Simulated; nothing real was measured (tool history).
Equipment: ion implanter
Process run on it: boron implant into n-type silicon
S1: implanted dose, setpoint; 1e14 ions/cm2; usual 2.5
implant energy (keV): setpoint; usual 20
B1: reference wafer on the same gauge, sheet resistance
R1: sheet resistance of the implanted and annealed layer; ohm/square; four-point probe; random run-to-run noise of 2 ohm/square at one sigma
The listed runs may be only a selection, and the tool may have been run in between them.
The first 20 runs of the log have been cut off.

At day 61.542: gauge calibrated.
Run 21, day 64.112: usual settings but S1 3.01 1e14 ions/cm2, implant energy (keV) 14.5; B1 431.81. Result: R1 323.1 ohm/square.
Run 22, day 66.988: usual settings; B1 432.27. Result: R1 361.78 ohm/square.
Run 23, day 71.254: usual settings but implant energy (keV) 18; B1 430.89. Result: R1 367.54 ohm/square.
Run 24, day 73.75: usual settings but S1 2.75 1e14 ions/cm2, implant energy (keV) 15.5; B1 433.07. Result: R1 344.11 ohm/square.
Run 25, day 77.896: usual settings but S1 1.82 1e14 ions/cm2, implant energy (keV) 18; B1 432.18. Result: R1 473.42 ohm/square.
Run 26, day 82.008: usual settings but S1 2.03 1e14 ions/cm2, implant energy (keV) 23.5; B1 433.17. Result: R1 423.39 ohm/square.
Run 27, day 84.167: usual settings but S1 2.7 1e14 ions/cm2, implant energy (keV) 13; B1 432.58. Result: R1 358.2 ohm/square.
Run 28, day 87.629: usual settings but S1 2.07 1e14 ions/cm2; B1 433.5. Result: R1 424.17 ohm/square.
Run 29, day 90.15: usual settings; B1 434.15. Result: R1 364.23 ohm/square.
Run 30, day 94.525: usual settings; B1 434.18. Result: R1 363.3 ohm/square.
Run 31, day 96.362: usual settings but S1 3.24 1e14 ions/cm2, implant energy (keV) 22; B1 434.06. Result: R1 292.88 ohm/square.
Run 32, day 97.975: usual settings but implant energy (keV) 26; B1 432.71. Result: R1 354.42 ohm/square.
At day 98.921: Faraday cup replaced and dose calibrated.
Run 33, day 101.712: usual settings but S1 2.04 1e14 ions/cm2, implant energy (keV) 25; B1 434.54. Result: R1 420.42 ohm/square.
Run 34, day 104.821: usual settings; B1 434.54. Result: R1 367.66 ohm/square.
Run 35, day 106.425: usual settings but implant energy (keV) 17; B1 435.38. Result: R1 373.27 ohm/square.
Run 36, day 108.221: usual settings but S1 2.09 1e14 ions/cm2, implant energy (keV) 23; B1 436.17. Result: R1 414.45 ohm/square.
Run 37, day 112.229: usual settings but implant energy (keV) 15.5; B1 435.42. Result: R1 375.49 ohm/square.
Run 38, day 115.342: usual settings; B1 436.01. Result: R1 366.15 ohm/square.

Here are 3 independent what-if runs from the current tool condition. What would each one return?
Run A, day 115.358: usual settings; B1 ?. Result: R1 ?.
Run B, day 115.358: usual settings but S1 2.12 1e14 ions/cm2, implant energy (keV) 26; B1 ?. Result: R1 ?.
Run C, day 115.358: usual settings but S1 1.87 1e14 ions/cm2, implant energy (keV) 22.5; B1 ?. Result: R1 ?.

run      B1      R1
  A  436.06   365.7
  B  436.06  405.03
  C  436.06  455.82
With the hidden condition removed and each run's random variation left untouched, the same runs would have given:
run      R1
  A  360.53
  B  399.31
  C  449.38

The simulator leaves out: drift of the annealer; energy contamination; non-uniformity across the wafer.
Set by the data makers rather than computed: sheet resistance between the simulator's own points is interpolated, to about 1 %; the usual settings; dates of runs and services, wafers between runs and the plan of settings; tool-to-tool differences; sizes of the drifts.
